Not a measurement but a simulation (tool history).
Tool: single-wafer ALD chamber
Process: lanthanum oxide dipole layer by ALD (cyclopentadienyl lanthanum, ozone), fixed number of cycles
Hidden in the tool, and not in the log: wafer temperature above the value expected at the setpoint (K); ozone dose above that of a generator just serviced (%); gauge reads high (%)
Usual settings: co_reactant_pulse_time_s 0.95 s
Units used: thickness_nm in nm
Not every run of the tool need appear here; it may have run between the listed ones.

| run | hour | co_reactant_pulse_time_s | wafers since the last listed run | hours since the last thermocouple change | hours since the last ozone generator service | hours since the showerhead was replaced | hours since the gauge calibration | read-back reference wafer on the same gauge, thickness_nm | thickness_nm |
|---|---|---|---|---|---|---|---|---|---|
| 1 | 0.0 | 0.95 | 0 | 1157.1 | 1676.7 | 4457.8 | 169.8 | 0.596 | 0.507 |
| 2 | 25.4 | 0.85 | 450 | 1182.5 | 1702.1 | 4483.2 | 195.2 | 0.596 | 0.494 |
| 3 | 79.0 | 0.85 | 950 | 1236.1 | 1755.7 | 4536.8 | 248.8 | 0.596 | 0.493 |
| 4 | 142.2 | 0.78 | 1120 | 1299.3 | 1818.9 | 4600.0 | 312.0 | 0.596 | 0.480 |
| 5 | 191.4 | 0.95 | 872 | 1348.5 | 1868.1 | 4649.2 | 361.2 | 0.596 | 0.505 |
| 6 | 243.2 | 0.95 | 918 | 1400.3 | 1919.9 | 4701.0 | 413.0 | 0.597 | 0.507 |
| 7 | 278.4 | 0.95 | 623 | 1435.5 | 1955.1 | 4736.2 | 448.2 | 0.596 | 0.507 |
| 8 | 312.1 | 0.95 | 597 | 1469.2 | 1988.8 | 4769.9 | 481.9 | 0.596 | 0.510 |
| 9 | 369.5 | 0.95 | 1017 | 1526.6 | 2046.2 | 4827.3 | 539.3 | 0.596 | 0.505 |
|  | 410.8 | ozone generator serviced |
|  | 415.5 | showerhead replaced |
| 10 | 427.6 | 0.95 | 804 | 1584.7 | 16.8 | 12.1 | 597.4 | 0.596 | 0.511 |
| 11 | 451.9 | 0.95 | 430 | 1609.0 | 41.1 | 36.4 | 621.7 | 0.596 | 0.506 |
|  | 493.0 | thermocouple changed; heater temperature recalibrated |
| 12 | 515.2 | 0.95 | 980 | 22.2 | 104.4 | 99.7 | 685.0 | 0.596 | 0.509 |
| 13 | 583.9 | 0.95 | 1217 | 90.9 | 173.1 | 168.4 | 753.7 | 0.596 | 0.508 |
| 14 | 652.1 | 1.26 | 1208 | 159.1 | 241.3 | 236.6 | 821.9 | 0.596 | 0.545 |
| 15 | 679.3 | 0.78 | 482 | 186.3 | 268.5 | 263.8 | 849.1 | 0.596 | 0.481 |
| 16 | 725.0 | 1.21 | 810 | 232.0 | 314.2 | 309.5 | 894.8 | 0.596 | 0.539 |
| 17 | 766.4 | 0.95 | 733 | 273.4 | 355.6 | 350.9 | 936.2 | 0.596 | 0.509 |
| 18 | 813.2 | 1.27 | 829 | 320.2 | 402.4 | 397.7 | 983.0 | 0.596 | 0.544 |
| 19 | 849.1 | 0.95 | 636 | 356.1 | 438.3 | 433.6 | 1018.9 | 0.597 | 0.510 |
| 20 | 880.3 | 0.95 | 553 | 387.3 | 469.5 | 464.8 | 1050.1 | 0.596 | 0.511 |
| 21 | 910.9 | 1.30 | 542 | 417.9 | 500.1 | 495.4 | 1080.7 | 0.596 | 0.547 |
|  | 938.6 | gauge calibrated |
| 22 | 940.6 | 1.10 | 526 | 447.6 | 529.8 | 525.1 | 2.0 | 0.596 | 0.529 |
| 23 | 1002.8 | 1.18 | 1102 | 509.8 | 592.0 | 587.3 | 64.2 | 0.596 | 0.536 |
| 24 | 1073.6 | 1.21 | 1254 | 580.6 | 662.8 | 658.1 | 135.0 | 0.596 | 0.537 |
| 25 | 1131.3 | 1.12 | 1022 | 638.3 | 720.5 | 715.8 | 192.7 | 0.596 | 0.529 |
| 26 | 1176.4 | 0.95 | 799 | 683.4 | 765.6 | 760.9 | 237.8 | 0.596 | 0.506 |
| 27 | 1243.3 | 1.16 | 1185 | 750.3 | 832.5 | 827.8 | 304.7 | 0.596 | 0.532 |

Consider 5 possible next runs. They are alternatives, not a sequence: every one starts from the tool as it was left by run 27. What does each give?
| A | 1243.7 | 1.23 | 7 | 750.7 | 832.9 | 828.2 | 305.1 | ? | ? |
| B | 1243.7 | 0.63 | 7 | 750.7 | 832.9 | 828.2 | 305.1 | ? | ? |
| C | 1243.7 | 0.70 | 7 | 750.7 | 832.9 | 828.2 | 305.1 | ? | ? |
| D | 1243.7 | 1.08 | 7 | 750.7 | 832.9 | 828.2 | 305.1 | ? | ? |
| E | 1243.7 | 0.82 | 7 | 750.7 | 832.9 | 828.2 | 305.1 | ? | ? |

| run | read-back reference wafer on the same gauge, thickness_nm | thickness_nm |
|---|---|---|
| A | 0.597 | 0.541 |
| B | 0.597 | 0.448 |
| C | 0.597 | 0.464 |
| D | 0.597 | 0.526 |
| E | 0.597 | 0.488 |
What these runs would have given with no unlogged condition in the tool:
| run | thickness_nm |
|---|---|
| A | 0.541 |
| B | 0.448 |
| C | 0.464 |
| D | 0.526 |
| E | 0.488 |
